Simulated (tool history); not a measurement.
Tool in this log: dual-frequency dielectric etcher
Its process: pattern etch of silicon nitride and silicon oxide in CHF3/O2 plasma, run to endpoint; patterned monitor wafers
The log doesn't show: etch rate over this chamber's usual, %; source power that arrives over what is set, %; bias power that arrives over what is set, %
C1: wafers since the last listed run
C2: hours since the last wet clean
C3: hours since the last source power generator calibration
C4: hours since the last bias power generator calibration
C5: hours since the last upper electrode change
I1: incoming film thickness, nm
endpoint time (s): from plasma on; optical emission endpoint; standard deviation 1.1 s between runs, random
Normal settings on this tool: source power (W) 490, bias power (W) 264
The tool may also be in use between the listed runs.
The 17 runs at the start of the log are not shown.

run 18 day=19.883 | source_power_(W)=530 bias_power_(W)=264 | C1=121 C2=27.7 C3=3850.7 C4=3169.5 C5=4800.6 | I1=197.4 | endpoint_time_(s)=122.8
run 19 day=20.396 | source_power_(W)=490 bias_power_(W)=264 | C1=54 C2=40.0 C3=3863.0 C4=3181.8 C5=4812.9 | I1=195.8 | endpoint_time_(s)=121.1
run 20 day=21.758 | source_power_(W)=490 bias_power_(W)=264 | C1=145 C2=72.7 C3=3895.7 C4=3214.5 C5=4845.6 | I1=198.4 | endpoint_time_(s)=125.1
run 21 day=22.262 | source_power_(W)=450 bias_power_(W)=222 | C1=53 C2=84.8 C3=3907.8 C4=3226.6 C5=4857.7 | I1=198.8 | endpoint_time_(s)=142.0
-- day=23.142 source power generator calibrated
run 22 day=25.392 | source_power_(W)=410 bias_power_(W)=306 | C1=316 C2=159.9 C3=54.0 C4=3301.7 C5=4932.8 | I1=196.6 | endpoint_time_(s)=118.9
run 23 day=26.488 | source_power_(W)=380 bias_power_(W)=330 | C1=117 C2=186.2 C3=80.3 C4=3328.0 C5=4959.1 | I1=197.0 | endpoint_time_(s)=116.0
run 24 day=27.608 | source_power_(W)=370 bias_power_(W)=233 | C1=119 C2=213.1 C3=107.2 C4=3354.9 C5=4986.0 | I1=197.2 | endpoint_time_(s)=142.1
-- day=28.079 bias power generator calibrated
run 25 day=28.767 | source_power_(W)=420 bias_power_(W)=264 | C1=106 C2=240.9 C3=135.0 C4=16.5 C5=5013.8 | I1=197.0 | endpoint_time_(s)=128.8
run 26 day=29.421 | source_power_(W)=490 bias_power_(W)=264 | C1=69 C2=256.6 C3=150.7 C4=32.2 C5=5029.5 | I1=197.0 | endpoint_time_(s)=122.7
-- day=31.029 upper electrode replaced
run 27 day=31.050 | source_power_(W)=610 bias_power_(W)=264 | C1=67 C2=295.7 C3=189.8 C4=71.3 C5=0.5 | I1=197.3 | endpoint_time_(s)=112.6
run 28 day=34.242 | source_power_(W)=600 bias_power_(W)=198 | C1=341 C2=372.3 C3=266.4 C4=147.9 C5=77.1 | I1=197.2 | endpoint_time_(s)=132.7
run 29 day=35.250 | source_power_(W)=460 bias_power_(W)=318 | C1=107 C2=396.5 C3=290.6 C4=172.1 C5=101.3 | I1=198.2 | endpoint_time_(s)=112.6
run 30 day=36.333 | source_power_(W)=440 bias_power_(W)=264 | C1=115 C2=422.5 C3=316.6 C4=198.1 C5=127.3 | I1=197.0 | endpoint_time_(s)=124.0
run 31 day=37.792 | source_power_(W)=600 bias_power_(W)=235 | C1=155 C2=457.5 C3=351.6 C4=233.1 C5=162.3 | I1=197.8 | endpoint_time_(s)=120.8
run 32 day=38.512 | source_power_(W)=520 bias_power_(W)=288 | C1=77 C2=474.8 C3=368.9 C4=250.4 C5=179.6 | I1=198.1 | endpoint_time_(s)=113.6
run 33 day=39.354 | source_power_(W)=550 bias_power_(W)=201 | C1=89 C2=495.0 C3=389.1 C4=270.6 C5=199.8 | I1=197.6 | endpoint_time_(s)=136.1
-- day=40.858 wet clean of the chamber
run 34 day=42.604 | source_power_(W)=580 bias_power_(W)=208 | C1=240 C2=41.9 C3=467.1 C4=348.6 C5=277.8 | I1=195.9 | endpoint_time_(s)=133.1
run 35 day=43.808 | source_power_(W)=490 bias_power_(W)=264 | C1=128 C2=70.8 C3=496.0 C4=377.5 C5=306.7 | I1=197.1 | endpoint_time_(s)=123.8
run 36 day=44.917 | source_power_(W)=390 bias_power_(W)=315 | C1=118 C2=97.4 C3=522.6 C4=404.1 C5=333.3 | I1=197.3 | endpoint_time_(s)=123.0

Consider 3 possible next runs. They are alternatives, not a sequence: every one starts from the tool as it was left by run 36. What does each give?
run A day=44.938 | source_power_(W)=490 bias_power_(W)=323 | C1=2 C2=97.9 C3=523.1 C4=404.6 C5=333.8 | I1=197.0 | endpoint_time_(s)=?
run B day=44.938 | source_power_(W)=440 bias_power_(W)=326 | C1=2 C2=97.9 C3=523.1 C4=404.6 C5=333.8 | I1=197.0 | endpoint_time_(s)=?
run C day=44.938 | source_power_(W)=530 bias_power_(W)=216 | C1=2 C2=97.9 C3=523.1 C4=404.6 C5=333.8 | I1=197.0 | endpoint_time_(s)=?

run=A endpoint_time_(s)=111.5
run=B endpoint_time_(s)=114.8
run=C endpoint_time_(s)=135.9
Without the tool's unlogged condition, the same runs would have read:
run=A endpoint_time_(s)=112.1
run=B endpoint_time_(s)=115.4
run=C endpoint_time_(s)=136.6

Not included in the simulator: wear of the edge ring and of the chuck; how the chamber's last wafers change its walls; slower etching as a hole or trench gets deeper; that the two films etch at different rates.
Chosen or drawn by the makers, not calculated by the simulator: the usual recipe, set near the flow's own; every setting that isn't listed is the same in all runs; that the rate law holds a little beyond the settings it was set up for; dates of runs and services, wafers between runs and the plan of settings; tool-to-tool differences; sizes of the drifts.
